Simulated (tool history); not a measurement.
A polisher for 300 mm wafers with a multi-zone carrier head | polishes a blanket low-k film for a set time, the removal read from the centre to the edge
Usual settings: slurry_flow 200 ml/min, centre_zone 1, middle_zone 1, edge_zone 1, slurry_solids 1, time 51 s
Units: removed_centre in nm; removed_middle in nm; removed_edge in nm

run     day  slurry_flow  centre_zone  middle_zone  edge_zone  slurry_solids  time  incoming thickness of the incoming film, nm  removed_centre  removed_middle  removed_edge
  1       0          200            1            1          1              1    51                                        536.9            21.1            20.9          21.5
  2   0.733          200            1            1          1              1    51                                        539.5            20.9            21.3          21.5
      1.225  -- worn pad replaced by a new one
      2.279  -- carrier head's membrane replaced by a new one
  3     2.3          200            1            1          1              1    51                                        547.5              21            21.2          21.7
  4   3.233          200            1            1          1              1    51                                        546.5            20.8            21.1          21.3
  5   3.742          145            1            1          1            1.2    51                                          529            22.8            22.8          23.4
  6   5.188          200            1            1       1.06              1    51                                        546.4            20.9            20.9          21.9
  7   6.171          200            1            1          1              1    63                                        536.9            26.3            25.8          26.6
  8   7.412          200            1            1          1              1    51                                        539.7            21.5            20.9          21.6
  9   8.562          200            1            1          1              1    51                                        545.6              21            21.3          21.3
      8.958  -- worn pad replaced by a new one
      9.525  -- edge zone pressure recalibrated
      9.604  -- slurry nozzle cleaned
 10   9.925          200            1         1.05          1            0.8    51                                        545.2            17.3            18.2            18
 11  10.433          200            1         1.03       1.09              1    51                                        542.5            21.2            21.4          22.2
 12  11.504          200            1            1          1           0.85    51                                        535.2            18.6            18.1          18.8
 13  12.142          200            1         1.06          1              1    35                                          542            14.6              15          14.8
 14  12.758          155            1            1       0.96           1.15    51                                        548.8            22.5            22.3          22.6
     13.104  -- centre zone pressure recalibrated
 15  14.238          200            1            1          1              1    51                                        541.3            21.2            21.2          21.4
 16    14.8          200            1         0.93          1              1    51                                          540            21.3            19.9          21.4
     16.067  -- worn pad replaced by a new one
 17  16.183          200            1            1          1            0.8    51                                        535.5            17.4            17.3          17.9
 18  17.488          200            1         0.93       1.12              1    61                                        528.1            24.8            23.7          27.2
 19  18.712          200            1            1       1.12              1    64                                        551.4            26.4            26.7          28.9
 20  19.775          200            1            1          1              1    51                                          540              21              21          21.6
 21  20.508          200            1            1          1              1    41                                        539.6              17            16.7          17.4

Forecast each of these 5 alternatives for the next run:
  A  20.525          200            1            1          1              1    51                                        543.1               ?               ?             ?
  B  20.525          200         0.93            1       0.95              1    51                                        543.1               ?               ?             ?
  C  20.525          135         0.89            1          1           0.85    44                                        543.1               ?               ?             ?
  D  20.525          200            1            1       0.95              1    51                                        543.1               ?               ?             ?
  E  20.525          200            1         1.07          1              1    51                                        543.1               ?               ?             ?

run  removed_centre  removed_middle  removed_edge
  A            21.1            20.9          21.6
  B            19.7            20.9          21.1
  C            13.8            15.3            16
  D            21.1            20.9          21.1
  E            21.1              22          21.6
Without the tool's hidden state the same runs would have given:
run  removed_centre  removed_middle  removed_edge
  A            21.1            20.9          21.6
  B            19.7            20.9          21.1
  C            13.8            15.3            16
  D            21.1            20.9          21.1
  E            21.1              22          21.6
